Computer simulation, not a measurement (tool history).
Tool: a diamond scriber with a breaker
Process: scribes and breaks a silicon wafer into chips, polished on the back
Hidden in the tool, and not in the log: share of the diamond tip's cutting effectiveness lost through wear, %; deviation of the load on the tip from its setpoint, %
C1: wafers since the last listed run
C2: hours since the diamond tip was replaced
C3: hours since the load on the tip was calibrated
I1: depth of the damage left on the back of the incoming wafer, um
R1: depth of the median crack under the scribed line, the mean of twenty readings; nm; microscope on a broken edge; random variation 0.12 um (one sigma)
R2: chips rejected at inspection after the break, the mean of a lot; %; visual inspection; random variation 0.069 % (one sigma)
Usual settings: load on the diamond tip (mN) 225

Run 1, hour 0: usual settings; C1 0; C2 860.7; C3 212.9; I1 0.04. Result: R1 11190 nm, R2 1.44 %.
At hour 61.8: diamond tip replaced by a new one.
Run 2, hour 77.5: usual settings; C1 185; C2 15.7; C3 290.4; I1 0.03. Result: R1 11380 nm, R2 1.46 %.
Run 3, hour 122.3: usual settings; C1 109; C2 60.5; C3 335.2; I1 0.04. Result: R1 11090 nm, R2 1.37 %.
Run 4, hour 192.6: usual settings; C1 172; C2 130.8; C3 405.5; I1 0.02. Result: R1 11280 nm, R2 1.59 %.
Run 5, hour 233.6: usual settings; C1 100; C2 171.8; C3 446.5; I1 0.02. Result: R1 11280 nm, R2 1.57 %.
Run 6, hour 283.3: usual settings but load on the diamond tip (mN) 247; C1 121; C2 221.5; C3 496.2; I1 0.04. Result: R1 11960 nm, R2 3.3 %.
Run 7, hour 384: usual settings; C1 246; C2 322.2; C3 596.9; I1 0.03. Result: R1 11280 nm, R2 1.42 %.
Run 8, hour 429.2: usual settings; C1 110; C2 367.4; C3 642.1; I1 0.04. Result: R1 11350 nm, R2 1.47 %.
Run 9, hour 534.7: usual settings; C1 258; C2 472.9; C3 747.6; I1 0.03. Result: R1 11330 nm, R2 1.3 %.
Run 10, hour 634.2: usual settings; C1 244; C2 572.4; C3 847.1; I1 0.04. Result: R1 11320 nm, R2 1.52 %.
At hour 645.6: load on the tip recalibrated.
Run 11, hour 680.4: usual settings; C1 108; C2 618.6; C3 34.8; I1 0.02. Result: R1 11170 nm, R2 1.49 %.
Run 12, hour 868.8: usual settings; C1 462; C2 807; C3 223.2; I1 0.03. Result: R1 11320 nm, R2 1.54 %.
Run 13, hour 940.1: usual settings; C1 174; C2 878.3; C3 294.5; I1 0.03. Result: R1 11080 nm, R2 1.47 %.
Run 14, hour 1030.3: usual settings; C1 221; C2 968.5; C3 384.7; I1 0.02. Result: R1 11220 nm, R2 1.46 %.
At hour 1054.3: diamond tip replaced by a new one.
Run 15, hour 1105.1: usual settings; C1 178; C2 50.8; C3 459.5; I1 0.02. Result: R1 11410 nm, R2 1.49 %.
Run 16, hour 1194.3: usual settings; C1 218; C2 140; C3 548.7; I1 0.03. Result: R1 11140 nm, R2 1.39 %.
Run 17, hour 1276.1: usual settings; C1 200; C2 221.8; C3 630.5; I1 0.04. Result: R1 10960 nm, R2 1.43 %.
Run 18, hour 1371.2: usual settings; C1 233; C2 316.9; C3 725.6; I1 0.05. Result: R1 11230 nm, R2 1.36 %.
Run 19, hour 1472: usual settings but load on the diamond tip (mN) 210; C1 247; C2 417.7; C3 826.4; I1 0.02. Result: R1 10610 nm, R2 2.59 %.
At hour 1494.8: load on the tip recalibrated.
Run 20, hour 1525.6: usual settings but load on the diamond tip (mN) 207; C1 126; C2 471.3; C3 30.8; I1 0.04. Result: R1 10530 nm, R2 2.94 %.
Run 21, hour 1595: usual settings but load on the diamond tip (mN) 274; C1 170; C2 540.7; C3 100.2; I1 0.03. Result: R1 13430 nm, R2 9.21 %.
Run 22, hour 1680.4: usual settings but load on the diamond tip (mN) 266; C1 209; C2 626.1; C3 185.6; I1 0.04. Result: R1 12830 nm, R2 8.27 %.
Run 23, hour 1773.8: usual settings but load on the diamond tip (mN) 201; C1 229; C2 719.5; C3 279; I1 0.02. Result: R1 10380 nm, R2 4.23 %.
Run 24, hour 1868.9: usual settings; C1 233; C2 814.6; C3 374.1; I1 0.01. Result: R1 11300 nm, R2 1.53 %.
Run 25, hour 1927.5: usual settings but load on the diamond tip (mN) 259; C1 143; C2 873.2; C3 432.7; I1 0.02. Result: R1 12670 nm, R2 5.9 %.
At hour 1993.8: diamond tip replaced by a new one.
Run 26, hour 2029.5: usual settings but load on the diamond tip (mN) 270; C1 245; C2 35.7; C3 534.7; I1 0.04. Result: R1 13000 nm, R2 8.34 %.
Run 27, hour 2098.7: usual settings; C1 169; C2 104.9; C3 603.9; I1 0.04. Result: R1 11170 nm, R2 1.51 %.
Run 28, hour 2136.1: usual settings but load on the diamond tip (mN) 248; C1 91; C2 142.3; C3 641.3; I1 0.01. Result: R1 12340 nm, R2 3.62 %.
Run 29, hour 2219.8: usual settings but load on the diamond tip (mN) 169; C1 205; C2 226; C3 725; I1 0.01. Result: R1 8930 nm, R2 18.24 %.
Run 30, hour 2258.1: usual settings but load on the diamond tip (mN) 254; C1 93; C2 264.3; C3 763.3; I1 0.01. Result: R1 12150 nm, R2 4.66 %.
Run 31, hour 2301.6: usual settings but load on the diamond tip (mN) 171; C1 106; C2 307.8; C3 806.8; I1 0.02. Result: R1 9060 nm, R2 17.85 %.
At hour 2306.2: load on the tip recalibrated.
Run 32, hour 2386.4: usual settings but load on the diamond tip (mN) 202; C1 203; C2 392.6; C3 80.2; I1 0.05. Result: R1 10290 nm, R2 3.83 %.
Run 33, hour 2427.5: usual settings but load on the diamond tip (mN) 293; C1 100; C2 433.7; C3 121.3; I1 0.04. Result: R1 13830 nm, R2 15.38 %.
Run 34, hour 2481.6: usual settings but load on the diamond tip (mN) 165; C1 132; C2 487.8; C3 175.4; I1 0.03. Result: R1 8700 nm, R2 24.05 %.
Run 35, hour 2545.8: usual settings but load on the diamond tip (mN) 204; C1 157; C2 552; C3 239.6; I1 0.01. Result: R1 10390 nm, R2 3.51 %.
Run 36, hour 2642.6: usual settings but load on the diamond tip (mN) 259; C1 237; C2 648.8; C3 336.4; I1 0.02. Result: R1 12420 nm, R2 5.62 %.
Run 37, hour 2839.6: usual settings but load on the diamond tip (mN) 256; C1 483; C2 845.8; C3 533.4; I1 0.02. Result: R1 12410 nm, R2 5.01 %.
At hour 2863.2: diamond tip replaced by a new one.
Run 38, hour 2941: usual settings; C1 243; C2 77.8; C3 634.8; I1 0.02. Result: R1 11070 nm, R2 1.41 %.
Run 39, hour 3016.9: usual settings but load on the diamond tip (mN) 164; C1 186; C2 153.7; C3 710.7; I1 0.04. Result: R1 8630 nm, R2 22.26 %.
Run 40, hour 3099.2: usual settings but load on the diamond tip (mN) 192; C1 201; C2 236; C3 793; I1 0.05. Result: R1 9900 nm, R2 7.41 %.
Run 41, hour 3190.9: usual settings but load on the diamond tip (mN) 178; C1 224; C2 327.7; C3 884.7; I1 0.05. Result: R1 9190 nm, R2 13.53 %.
At hour 3240.3: load on the tip recalibrated.
Run 42, hour 3286.7: usual settings but load on the diamond tip (mN) 253; C1 230; C2 423.5; C3 46.4; I1 0.02. Result: R1 12450 nm, R2 4.54 %.

Hidden state at the last listed run before each entry between runs and at the first one after, where it differs:
Between runs 1 and 2: diamond tip replaced by a new one (hour 61.8)
  no hidden state differs between the two runs
Between runs 10 and 11: load on the tip recalibrated (hour 645.6)
  no hidden state differs between the two runs
Between runs 14 and 15: diamond tip replaced by a new one (hour 1054.3)
  no hidden state differs between the two runs
Between runs 19 and 20: load on the tip recalibrated (hour 1494.8)
  no hidden state differs between the two runs
Between runs 25 and 26: diamond tip replaced by a new one (hour 1993.8)
  no hidden state differs between the two runs
Between runs 31 and 32: load on the tip recalibrated (hour 2306.2)
  no hidden state differs between the two runs
Between runs 37 and 38: diamond tip replaced by a new one (hour 2863.2)
  no hidden state differs between the two runs
Between runs 41 and 42: load on the tip recalibrated (hour 3240.3)
  no hidden state differs between the two runs

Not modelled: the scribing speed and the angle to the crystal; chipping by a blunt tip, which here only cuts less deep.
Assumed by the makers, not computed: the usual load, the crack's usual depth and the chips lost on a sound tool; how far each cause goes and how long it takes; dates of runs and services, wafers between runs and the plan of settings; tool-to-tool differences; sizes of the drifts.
